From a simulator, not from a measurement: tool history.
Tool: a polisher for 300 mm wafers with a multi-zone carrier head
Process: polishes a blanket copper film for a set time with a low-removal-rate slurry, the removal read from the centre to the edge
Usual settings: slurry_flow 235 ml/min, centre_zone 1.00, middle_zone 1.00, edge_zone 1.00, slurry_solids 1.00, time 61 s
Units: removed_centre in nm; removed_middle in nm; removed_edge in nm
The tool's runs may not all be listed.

run   hour  slurry_flow  centre_zone  middle_zone  edge_zone  slurry_solids  time  wafers since the last listed run  wafers polished on this pad  hours since the slurry nozzle was cleaned  hours since the centre zone pressure was calibrated  hours since the edge zone pressure was calibrated  hours since the carrier head's membrane was replaced  incoming thickness of the incoming film, nm  removed_centre  removed_middle  removed_edge
  1    0.0          235         1.00         1.00       1.00           1.00    61                                 0                          182                                      642.2                                                 21.6                                             1350.2                                                1664.2                                        832.9           187.5           185.7         180.6
  2   17.1          235         1.00         0.96       1.00           1.25    61                               198                          381                                      659.3                                                 38.7                                             1367.3                                                1681.3                                        835.2           199.1           185.3         190.3
  3   27.3          235         1.00         1.00       1.09           1.00    61                               118                          499                                      669.5                                                 48.9                                             1377.5                                                1691.5                                        830.4           186.2           188.4         183.9
  4   37.0          235         1.00         1.00       1.00           0.75    46                               112                          612                                      679.2                                                 58.6                                             1387.2                                                1701.2                                        828.6           129.4           126.6         125.3
  5   50.9          235         1.00         0.93       0.95           0.75    66                               161                          773                                      693.1                                                 72.5                                             1401.1                                                1715.1                                        814.3           184.2           177.5         173.1
      57.2  -- slurry nozzle cleaned
  6   61.8          235         1.00         1.09       1.06           1.00    61                               114                          888                                        4.6                                                 83.4                                             1412.0                                                1726.0                                        831.8           184.5           199.6         182.3
      70.3  -- edge zone pressure recalibrated
  7   75.7          185         1.00         1.09       1.00           1.00    61                               138                         1027                                       18.5                                                 97.3                                                5.4                                                1739.9                                        829.6           186.5           191.6         176.0
     105.7  -- carrier head's membrane replaced by a new one
  8  106.2          175         1.00         1.00       1.08           1.25    43                               296                         1323                                       49.0                                                127.8                                               35.9                                                   0.5                                        824.0           134.8           131.2         133.8
     111.2  -- worn pad replaced by a new one
  9  114.2          235         0.93         1.12       1.07           0.70    61                                46                           34                                       57.0                                                135.8                                               43.9                                                   8.5                                        824.4           161.4           180.3         167.6
 10  121.7          235         1.00         1.00       1.00           1.00    61                                87                          122                                       64.5                                                143.3                                               51.4                                                  16.0                                        841.4           188.8           186.1         174.8
 11  158.7          235         1.11         0.96       1.00           0.85    61                               429                          551                                      101.5                                                180.3                                               88.4                                                  53.0                                        833.6           192.7           172.9         169.9
 12  173.5          235         1.00         1.09       1.00           1.00    71                               171                          723                                      116.3                                                195.1                                              103.2                                                  67.8                                        827.0           223.0           226.0         211.6
 13  186.9          235         1.00         1.00       1.00           1.00    61                               155                          879                                      129.7                                                208.5                                              116.6                                                  81.2                                        827.0           184.9           180.4         178.1
 14  200.0          235         1.00         1.00       1.00           1.00    61                               152                         1031                                      142.8                                                221.6                                              129.7                                                  94.3                                        829.8           190.9           187.3         180.5
 15  209.0          270         0.90         1.05       1.00           1.00    44                               104                         1135                                      151.8                                                230.6                                              138.7                                                 103.3                                        832.1           128.2           141.4         129.8
     215.6  -- worn pad replaced by a new one
 16  223.4          190         1.00         1.12       1.00           1.00    61                               120                           90                                      166.2                                                245.0                                              153.1                                                 117.7                                        826.3           186.6           195.3         170.3
 17  236.4          215         1.00         1.00       1.00           1.00    61                               150                          241                                      179.2                                                258.0                                              166.1                                                 130.7                                        830.0           188.2           183.5         180.6
 18  245.5          285         1.00         0.94       0.95           1.25    61                               105                          346                                      188.3                                                267.1                                              175.2                                                 139.8                                        829.0           206.5           197.3         191.3
 19  251.8          235         1.09         1.00       1.00           1.00    49                                73                          420                                      194.6                                                273.4                                              181.5                                                 146.1                                        832.4           168.0           147.8         143.4
 20  266.4          235         1.11         1.00       1.00           1.00    61                               169                          589                                      209.2                                                288.0                                              196.1                                                 160.7                                        836.9           211.1           187.6         177.8
 21  294.9          235         1.00         1.00       1.00           1.00    61                               330                          920                                      237.7                                                316.5                                              224.6                                                 189.2                                        836.0           191.5           182.9         179.7
 22  312.0          235         0.96         1.00       1.00           1.25    61                               198                         1119                                      254.8                                                333.6                                              241.7                                                 206.3                                        816.9           195.2           192.8         190.1

Forecast each of these 4 alternatives for the next run:
  A  312.4          295         1.00         1.00       1.00           1.00    61                                 4                         1123                                      255.2                                                334.0                                              242.1                                                 206.7                                        835.5               ?               ?             ?
  B  312.4          235         0.96         1.00       0.96           1.00    61                                 4                         1123                                      255.2                                                334.0                                              242.1                                                 206.7                                        835.5               ?               ?             ?
  C  312.4          235         1.04         1.00       1.00           0.90    61                                 4                         1123                                      255.2                                                334.0                                              242.1                                                 206.7                                        835.5               ?               ?             ?
  D  312.4          280         1.00         1.00       1.00           0.90    61                                 4                         1123                                      255.2                                                334.0                                              242.1                                                 206.7                                        835.5               ?               ?             ?

run  removed_centre  removed_middle  removed_edge
  A           202.4           185.5         180.1
  B           191.1           181.3         173.5
  C           197.6           176.1         171.9
  D           195.6           179.4         174.3
Without the tool's hidden state the same runs would have given:
run  removed_centre  removed_middle  removed_edge
  A           192.3           185.6         180.1
  B           181.5           181.3         173.5
  C           187.8           176.1         171.9
  D           185.8           179.4         174.3
